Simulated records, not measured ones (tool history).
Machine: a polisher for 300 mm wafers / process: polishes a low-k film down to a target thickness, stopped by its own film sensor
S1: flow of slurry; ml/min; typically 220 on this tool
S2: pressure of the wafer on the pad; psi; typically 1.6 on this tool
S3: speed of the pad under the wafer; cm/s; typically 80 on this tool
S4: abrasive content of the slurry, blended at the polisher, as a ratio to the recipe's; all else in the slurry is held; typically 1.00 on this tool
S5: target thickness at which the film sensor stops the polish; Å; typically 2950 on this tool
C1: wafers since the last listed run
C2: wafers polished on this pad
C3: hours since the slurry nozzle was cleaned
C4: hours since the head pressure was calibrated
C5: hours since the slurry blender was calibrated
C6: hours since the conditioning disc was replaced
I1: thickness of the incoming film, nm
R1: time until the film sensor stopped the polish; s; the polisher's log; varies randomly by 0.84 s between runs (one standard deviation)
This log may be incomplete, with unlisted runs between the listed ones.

| run | hour | S1 | S2 | S3 | S4 | S5 | C1 | C2 | C3 | C4 | C5 | C6 | I1 | R1 |
|---|---|---|---|---|---|---|---|---|---|---|---|---|---|---|
| 1 | 0.0 | 220 | 1.6 | 80 | 1.00 | 2950 | 0 | 1439 | 578.7 | 971.5 | 31.4 | 396.0 | 320.9 | 99.9 |
|  | 6.0 | conditioning disc replaced and pad reconditioned |
| 2 | 49.1 | 220 | 1.6 | 80 | 1.10 | 2950 | 469 | 1908 | 627.8 | 1020.6 | 80.5 | 43.1 | 319.6 | 90.4 |
|  | 64.6 | head pressure recalibrated |
| 3 | 125.2 | 220 | 1.6 | 80 | 1.00 | 2950 | 738 | 2646 | 703.9 | 60.6 | 156.6 | 119.2 | 320.8 | 100.0 |
| 4 | 194.8 | 220 | 1.6 | 80 | 1.00 | 2950 | 693 | 3339 | 773.5 | 130.2 | 226.2 | 188.8 | 315.8 | 80.0 |
|  | 269.9 | worn pad replaced by a new one |
| 5 | 276.7 | 220 | 1.6 | 80 | 1.00 | 2950 | 775 | 68 | 855.4 | 212.1 | 308.1 | 270.7 | 319.1 | 94.8 |
|  | 319.0 | slurry nozzle cleaned |
| 6 | 331.4 | 220 | 1.6 | 80 | 1.00 | 2950 | 534 | 602 | 12.4 | 266.8 | 362.8 | 325.4 | 318.7 | 93.3 |
|  | 379.6 | conditioning disc replaced and pad reconditioned |
| 7 | 430.4 | 220 | 1.6 | 80 | 1.00 | 2950 | 966 | 1569 | 111.4 | 365.8 | 461.8 | 50.8 | 317.1 | 88.7 |
|  | 452.2 | slurry blender recalibrated |
| 8 | 526.0 | 220 | 1.6 | 80 | 0.80 | 2990 | 932 | 2501 | 207.0 | 461.4 | 73.8 | 146.4 | 314.1 | 63.8 |
| 9 | 580.8 | 220 | 1.6 | 80 | 0.80 | 2990 | 545 | 3047 | 261.8 | 516.2 | 128.6 | 201.2 | 313.9 | 62.6 |
| 10 | 634.7 | 220 | 1.6 | 80 | 0.80 | 2990 | 536 | 3583 | 315.7 | 570.1 | 182.5 | 255.1 | 320.8 | 93.1 |
|  | 648.1 | worn pad replaced by a new one |
| 11 | 714.3 | 220 | 1.6 | 80 | 1.00 | 2950 | 752 | 659 | 395.3 | 649.7 | 262.1 | 334.7 | 317.3 | 86.6 |
|  | 768.8 | conditioning disc replaced and pad reconditioned |
| 12 | 784.4 | 220 | 1.6 | 80 | 1.00 | 2950 | 678 | 1337 | 465.4 | 719.8 | 332.2 | 15.6 | 323.9 | 113.0 |
| 13 | 890.8 | 245 | 1.6 | 92 | 0.75 | 2910 | 1059 | 2397 | 571.8 | 826.2 | 438.6 | 122.0 | 324.0 | 130.0 |
| 14 | 954.8 | 220 | 1.6 | 80 | 1.00 | 2950 | 637 | 3034 | 635.8 | 890.2 | 502.6 | 186.0 | 313.5 | 74.1 |
|  | 963.6 | slurry blender recalibrated |
|  | 1104.2 | worn pad replaced by a new one |
|  | 1113.2 | head pressure recalibrated |
|  | 1179.8 | slurry nozzle cleaned |
|  | 1195.1 | conditioning disc replaced and pad reconditioned |
| 15 | 1253.8 | 180 | 1.6 | 108 | 1.00 | 2950 | 2868 | 1440 | 74.0 | 140.6 | 290.2 | 58.7 | 321.8 | 84.2 |
| 16 | 1318.5 | 270 | 1.6 | 80 | 1.00 | 2910 | 644 | 2084 | 138.7 | 205.3 | 354.9 | 123.4 | 317.8 | 102.1 |
| 17 | 1384.4 | 295 | 1.6 | 80 | 1.00 | 2950 | 656 | 2740 | 204.6 | 271.2 | 420.8 | 189.3 | 324.8 | 113.7 |
|  | 1407.5 | slurry blender recalibrated |
| 18 | 1423.0 | 265 | 1.6 | 80 | 1.00 | 2950 | 364 | 3105 | 243.2 | 309.8 | 15.5 | 227.9 | 323.6 | 106.9 |
| 19 | 1513.2 | 265 | 1.2 | 80 | 1.25 | 2870 | 898 | 4003 | 333.4 | 400.0 | 105.7 | 318.1 | 319.6 | 152.3 |
|  | 1518.1 | worn pad replaced by a new one |
|  | 1578.5 | conditioning disc replaced and pad reconditioned |
| 20 | 1651.1 | 220 | 1.6 | 54 | 1.00 | 2950 | 1313 | 1304 | 471.3 | 537.9 | 243.6 | 72.6 | 319.0 | 127.9 |
| 21 | 1688.0 | 255 | 1.6 | 80 | 0.85 | 2950 | 367 | 1672 | 508.2 | 574.8 | 280.5 | 109.5 | 323.7 | 116.9 |
| 22 | 1736.5 | 220 | 1.6 | 80 | 1.00 | 2950 | 483 | 2155 | 556.7 | 623.3 | 329.0 | 158.0 | 318.8 | 92.5 |
| 23 | 1787.6 | 220 | 1.6 | 100 | 1.00 | 2950 | 508 | 2664 | 607.8 | 674.4 | 380.1 | 209.1 | 314.4 | 63.2 |
|  | 1851.0 | slurry blender recalibrated |
|  | 1873.4 | worn pad replaced by a new one |
| 24 | 1880.4 | 260 | 1.8 | 80 | 1.00 | 2910 | 864 | 69 | 700.6 | 767.2 | 29.4 | 301.9 | 318.8 | 93.0 |
|  | 1946.5 | conditioning disc replaced and pad reconditioned |
|  | 1976.8 | slurry nozzle cleaned |
| 25 | 1985.7 | 220 | 1.6 | 80 | 0.80 | 2990 | 1018 | 1088 | 8.9 | 872.5 | 134.7 | 39.2 | 320.9 | 91.8 |

Forecast each of these 4 alternatives for the next run:
| A | 1986.1 | 220 | 1.6 | 80 | 1.25 | 2950 | 3 | 1092 | 9.3 | 872.9 | 135.1 | 39.6 | 316.0 | ? |
| B | 1986.1 | 220 | 1.1 | 90 | 1.00 | 2950 | 3 | 1092 | 9.3 | 872.9 | 135.1 | 39.6 | 316.0 | ? |
| C | 1986.1 | 220 | 1.1 | 80 | 1.00 | 2950 | 3 | 1092 | 9.3 | 872.9 | 135.1 | 39.6 | 316.0 | ? |
| D | 1986.1 | 220 | 1.6 | 80 | 1.00 | 3030 | 3 | 1092 | 9.3 | 872.9 | 135.1 | 39.6 | 316.0 | ? |

| run | R1 |
|---|---|
| A | 74.4 |
| B | 106.9 |
| C | 117.4 |
| D | 50.0 |
Without the tool's hidden state the same runs would have given:
| run | R1 |
|---|---|
| A | 74.1 |
| B | 106.5 |
| C | 117.0 |
| D | 49.8 |
